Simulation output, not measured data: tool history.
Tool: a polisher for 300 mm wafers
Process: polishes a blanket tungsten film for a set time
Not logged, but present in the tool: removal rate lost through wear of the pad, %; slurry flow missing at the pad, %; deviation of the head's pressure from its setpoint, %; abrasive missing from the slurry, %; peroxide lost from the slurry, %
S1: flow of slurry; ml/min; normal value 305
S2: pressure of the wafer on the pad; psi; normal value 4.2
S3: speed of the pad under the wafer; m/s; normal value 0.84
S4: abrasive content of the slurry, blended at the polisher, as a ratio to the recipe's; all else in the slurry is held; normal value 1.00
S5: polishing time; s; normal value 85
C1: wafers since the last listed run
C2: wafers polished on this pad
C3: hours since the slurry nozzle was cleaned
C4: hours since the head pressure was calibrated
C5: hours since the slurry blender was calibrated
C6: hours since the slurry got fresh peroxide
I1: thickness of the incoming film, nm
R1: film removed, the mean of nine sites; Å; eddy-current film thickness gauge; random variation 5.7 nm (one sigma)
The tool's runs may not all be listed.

run,hour,S1,S2,S3,S4,S5,C1,C2,C3,C4,C5,C6,I1,R1
1,0.0,305,4.2,0.84,1.00,85,0,2003,326.2,176.9,291.8,722.6,1183.5,3185
# hour 44.7: slurry tank refilled with fresh slurry and peroxide
2,107.2,305,4.2,0.84,1.00,85,1360,3363,433.4,284.1,399.0,62.5,1185.8,3871
3,203.2,280,4.2,0.84,1.00,85,1229,4593,529.4,380.1,495.0,158.5,1178.9,3712
4,263.5,280,4.2,0.84,1.00,85,772,5365,589.7,440.4,555.3,218.8,1168.3,3599
# hour 323.6: slurry nozzle cleaned
5,341.0,280,4.2,0.84,1.00,85,979,6345,17.4,517.9,632.8,296.3,1177.6,3528
6,448.8,305,4.2,0.84,1.00,85,1380,7726,125.2,625.7,740.6,404.1,1184.8,3578
# hour 473.9: worn pad replaced by a new one
# hour 478.4: slurry blender recalibrated
# hour 533.7: head pressure recalibrated
7,545.4,305,4.2,0.84,1.00,85,1134,864,221.8,11.7,67.0,500.7,1187.5,3363
# hour 729.5: slurry tank refilled with fresh slurry and peroxide
8,861.3,305,4.2,0.84,1.00,85,4033,4898,537.7,327.6,382.9,131.8,1162.9,3675
9,899.9,305,5.1,0.84,0.75,85,494,5392,576.3,366.2,421.5,170.4,1183.6,4392
10,985.1,305,5.2,0.84,0.85,85,1091,6483,661.5,451.4,506.7,255.6,1168.1,4291
# hour 1068.8: slurry nozzle cleaned
11,1071.9,305,4.2,0.84,1.00,85,1098,7582,3.1,538.2,593.5,342.4,1170.8,3597
# hour 1101.5: worn pad replaced by a new one
12,1168.9,305,4.2,0.84,1.25,85,1191,863,100.1,635.2,690.5,439.4,1180.4,3688
# hour 1186.9: head pressure recalibrated
# hour 1207.2: slurry blender recalibrated
13,1241.2,305,4.2,0.90,1.00,85,874,1737,172.4,54.3,34.0,511.7,1161.8,3539
14,1315.6,375,3.1,0.60,1.00,85,952,2690,246.8,128.7,108.4,586.1,1188.8,1757
15,1387.2,305,4.2,1.06,1.00,85,917,3607,318.4,200.3,180.0,657.7,1181.9,4088
16,1424.1,305,4.2,0.84,1.00,85,472,4080,355.3,237.2,216.9,694.6,1199.2,3036
# hour 1501.6: slurry tank refilled with fresh slurry and peroxide
17,1512.6,210,4.2,0.66,1.20,114,1120,5201,443.8,325.7,305.4,11.0,1188.2,4143
18,1571.8,305,5.1,1.10,1.00,85,758,5959,503.0,384.9,364.6,70.2,1184.5,6093
# hour 1783.7: slurry nozzle cleaned
# hour 1805.1: worn pad replaced by a new one
19,1892.3,305,4.2,0.84,1.00,68,4040,1117,108.6,705.4,685.1,390.7,1183.3,2860
# hour 1920.7: slurry blender recalibrated
# hour 1922.1: head pressure recalibrated
20,1947.2,305,4.2,0.84,1.00,85,660,1777,163.5,25.1,26.5,445.6,1167.3,3552
21,2048.8,305,4.2,1.02,0.75,85,1301,3079,265.1,126.7,128.1,547.2,1192.0,3919
22,2116.0,305,4.2,0.84,1.00,85,860,3939,332.3,193.9,195.3,614.4,1179.7,3397
23,2201.7,305,4.2,0.84,1.00,59,1097,5037,418.0,279.6,281.0,700.1,1185.4,2255
# hour 2234.1: slurry tank refilled with fresh slurry and peroxide
24,2385.0,305,4.2,0.84,1.25,71,2334,7372,601.3,462.9,464.3,150.9,1184.1,3284
# hour 2420.7: worn pad replaced by a new one
25,2423.9,305,4.2,0.84,1.00,85,447,41,640.2,501.8,503.2,189.8,1157.1,3654
26,2474.5,305,5.7,1.06,1.00,93,648,689,690.8,552.4,553.8,240.4,1195.2,7079
# hour 2544.8: head pressure recalibrated
# hour 2552.3: slurry nozzle cleaned
# hour 2554.7: slurry blender recalibrated
27,2564.6,305,4.2,0.84,1.00,85,1089,1779,12.3,19.8,9.9,330.5,1198.4,3608

Below are 3 alternative next runs, each starting from the tool's condition after run 27. Predict each:
A,2565.0,305,4.2,0.84,1.00,85,5,1784,12.7,20.2,10.3,330.9,1200.3,?
B,2565.0,210,4.8,0.84,0.80,68,5,1784,12.7,20.2,10.3,330.9,1200.3,?
C,2565.0,305,4.2,1.10,1.00,85,5,1784,12.7,20.2,10.3,330.9,1200.3,?

run,R1
A,3720
B,3119
C,4871
Take away the tool's hidden state, keep each run's random variation, and the runs would have read:
run,R1
A,4035
B,3383
C,5284

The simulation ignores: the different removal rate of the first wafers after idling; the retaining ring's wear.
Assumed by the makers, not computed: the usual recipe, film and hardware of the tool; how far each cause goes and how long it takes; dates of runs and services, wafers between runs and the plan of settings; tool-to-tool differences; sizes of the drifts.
